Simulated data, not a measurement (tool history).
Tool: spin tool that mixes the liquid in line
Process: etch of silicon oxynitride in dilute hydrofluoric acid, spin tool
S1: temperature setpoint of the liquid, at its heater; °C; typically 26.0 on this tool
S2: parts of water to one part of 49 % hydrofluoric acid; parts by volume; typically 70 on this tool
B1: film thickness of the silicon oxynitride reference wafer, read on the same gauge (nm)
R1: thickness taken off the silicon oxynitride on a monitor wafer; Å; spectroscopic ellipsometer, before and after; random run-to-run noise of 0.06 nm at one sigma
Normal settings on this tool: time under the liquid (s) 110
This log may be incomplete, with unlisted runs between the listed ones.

Run 1, hour 0.0: usual settings; B1 69.99. Result: R1 60.7 Å.
Run 2, hour 41.7: usual settings; B1 69.98. Result: R1 59.0 Å.
At hour 94.7: hydrofluoric acid flow meter replaced.
Run 3, hour 111.8: usual settings; B1 69.99. Result: R1 65.7 Å.
Run 4, hour 162.1: usual settings; B1 69.99. Result: R1 64.9 Å.
Run 5, hour 253.3: usual settings; B1 69.99. Result: R1 65.3 Å.
At hour 307.6: thermometer replaced.
At hour 348.4: gauge calibrated.
Run 6, hour 359.4: usual settings; B1 70.00. Result: R1 68.0 Å.
Run 7, hour 417.3: usual settings but time under the liquid (s) 130; B1 70.02. Result: R1 79.1 Å.
Run 8, hour 501.4: usual settings but S1 21.5 °C, S2 55 parts by volume, time under the liquid (s) 70; B1 69.99. Result: R1 44.1 Å.
Run 9, hour 589.3: usual settings but time under the liquid (s) 70; B1 70.01. Result: R1 40.7 Å.
Run 10, hour 670.6: usual settings but time under the liquid (s) 85; B1 70.00. Result: R1 49.2 Å.
At hour 679.8: hydrofluoric acid flow meter replaced.
Run 11, hour 715.1: usual settings but S1 21.5 °C, S2 35 parts by volume, time under the liquid (s) 85; B1 69.99. Result: R1 88.3 Å.
Run 12, hour 795.5: usual settings but S1 21.5 °C, S2 35 parts by volume, time under the liquid (s) 170; B1 69.98. Result: R1 172.8 Å.
Run 13, hour 898.8: usual settings but S1 21.5 °C, S2 35 parts by volume, time under the liquid (s) 170; B1 70.02. Result: R1 167.9 Å.
Run 14, hour 943.4: usual settings but S1 30.5 °C, S2 55 parts by volume, time under the liquid (s) 160; B1 69.98. Result: R1 154.6 Å.

The same runs without the tool's hidden state, with the same run-to-run variation:
What the log doesn't record here: liquid colder than its thermometer reads (K); hydrofluoric acid flow below the setpoint (%); gauge reads high (%).
run     R1
  1   73.2
  2   71.9
  3   71.4
  4   71.1
  5   73.0
  6   72.2
  7   85.2
  8   48.3
  9   45.5
 10   55.9
 11   91.9
 12  182.8
 13  181.6
 14  168.4
